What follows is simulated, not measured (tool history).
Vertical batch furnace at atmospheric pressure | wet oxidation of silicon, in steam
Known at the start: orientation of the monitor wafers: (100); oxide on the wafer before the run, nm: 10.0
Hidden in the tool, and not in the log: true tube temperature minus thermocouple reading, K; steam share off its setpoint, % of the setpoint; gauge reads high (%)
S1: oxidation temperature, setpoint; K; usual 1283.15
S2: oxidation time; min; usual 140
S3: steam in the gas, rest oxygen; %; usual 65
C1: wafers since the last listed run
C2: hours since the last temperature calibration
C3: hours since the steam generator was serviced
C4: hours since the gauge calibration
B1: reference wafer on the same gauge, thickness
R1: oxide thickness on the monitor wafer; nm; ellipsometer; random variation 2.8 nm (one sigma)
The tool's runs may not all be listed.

Run 1, day 0: usual settings; C1 0; C2 2234.4; C3 2385.1; C4 87.5; B1 523. Result: R1 593.17 nm.
Run 2, day 0.775: usual settings; C1 300; C2 2253; C3 2403.7; C4 106.1; B1 523.12. Result: R1 587.45 nm.
Run 3, day 1.179: usual settings; C1 156; C2 2262.7; C3 2413.4; C4 115.8; B1 523.31. Result: R1 592.79 nm.
Run 4, day 1.846: usual settings; C1 258; C2 2278.7; C3 2429.4; C4 131.8; B1 523.27. Result: R1 586.13 nm.
Run 5, day 2.238: usual settings; C1 151; C2 2288.1; C3 2438.8; C4 141.2; B1 523.24. Result: R1 586.39 nm.
Run 6, day 3.921: usual settings; C1 653; C2 2328.5; C3 2479.2; C4 181.6; B1 523.9. Result: R1 592.97 nm.
Run 7, day 4.771: usual settings but S2 125.5 min; C1 329; C2 2348.9; C3 2499.6; C4 202; B1 523.23. Result: R1 550.86 nm.
Run 8, day 5.262: usual settings but S2 113 min, S3 74 %; C1 190; C2 2360.7; C3 2511.4; C4 213.8; B1 524.19. Result: R1 562.76 nm.
Run 9, day 5.754: usual settings but S2 113 min, S3 74 %; C1 190; C2 2372.5; C3 2523.2; C4 225.6; B1 522.24. Result: R1 558.51 nm.
Run 10, day 6.362: usual settings but S2 113 min, S3 74 %; C1 236; C2 2387.1; C3 2537.8; C4 240.2; B1 523.09. Result: R1 560.39 nm.
Run 11, day 7.062: usual settings; C1 271; C2 2403.9; C3 2554.6; C4 257; B1 523.54. Result: R1 592.51 nm.
Run 12, day 7.838: usual settings; C1 300; C2 2422.5; C3 2573.2; C4 275.6; B1 523.33. Result: R1 590.68 nm.
Run 13, day 8.733: usual settings but S1 1304.15 K; C1 347; C2 2444; C3 2594.7; C4 297.1; B1 522.92. Result: R1 666.18 nm.
Run 14, day 9.071: usual settings but S1 1269.15 K, S2 202 min, S3 76 %; C1 130; C2 2452.1; C3 2602.8; C4 305.2; B1 522.41. Result: R1 750.55 nm.
Run 15, day 9.8: usual settings but S2 196.5 min, S3 57 %; C1 282; C2 2469.6; C3 2620.3; C4 322.7; B1 523.17. Result: R1 675.37 nm.
Run 16, day 10.288: usual settings; C1 189; C2 2481.3; C3 2632; C4 334.4; B1 522.43. Result: R1 589.33 nm.
At day 11.992: thermocouples replaced and temperature profile calibrated.
Run 17, day 12.012: usual settings; C1 281; C2 0.5; C3 2673.4; C4 375.8; B1 522.91. Result: R1 588.04 nm.
Run 18, day 12.308: usual settings but S2 196.5 min, S3 57 %; C1 114; C2 7.6; C3 2680.5; C4 382.9; B1 522.47. Result: R1 670.9 nm.
At day 13.7: steam generator serviced.
At day 14.071: gauge calibrated.
Run 19, day 14.254: usual settings but S1 1308.15 K, S3 57 %; C1 366; C2 54.3; C3 13.3; C4 4.4; B1 523.14. Result: R1 624.12 nm.
Run 20, day 14.596: usual settings but S2 76.5 min, S3 55 %; C1 132; C2 62.5; C3 21.5; C4 12.6; B1 522.96. Result: R1 353.59 nm.
Run 21, day 15.462: usual settings; C1 336; C2 83.3; C3 42.3; C4 33.4; B1 522.27. Result: R1 588.2 nm.
Run 22, day 16.288: usual settings but S1 1270.15 K, S2 104 min; C1 320; C2 103.1; C3 62.1; C4 53.2; B1 523.32. Result: R1 443.98 nm.
Run 23, day 16.858: usual settings but S1 1291.15 K, S2 192 min, S3 60 %; C1 221; C2 116.8; C3 75.8; C4 66.9; B1 522.73. Result: R1 711.73 nm.
Run 24, day 17.633: usual settings but S1 1294.15 K, S3 61 %; C1 300; C2 135.4; C3 94.4; C4 85.5; B1 522.95. Result: R1 607.05 nm.

How the hidden state differs across the entries between the runs, from the last listed run before each to the first after it:
Between runs 16 and 17: thermocouples replaced and temperature profile calibrated (day 11.992)
  no hidden state differs between the two runs
Between runs 18 and 19: steam generator serviced (day 13.7); gauge calibrated (day 14.071)
  no hidden state differs between the two runs
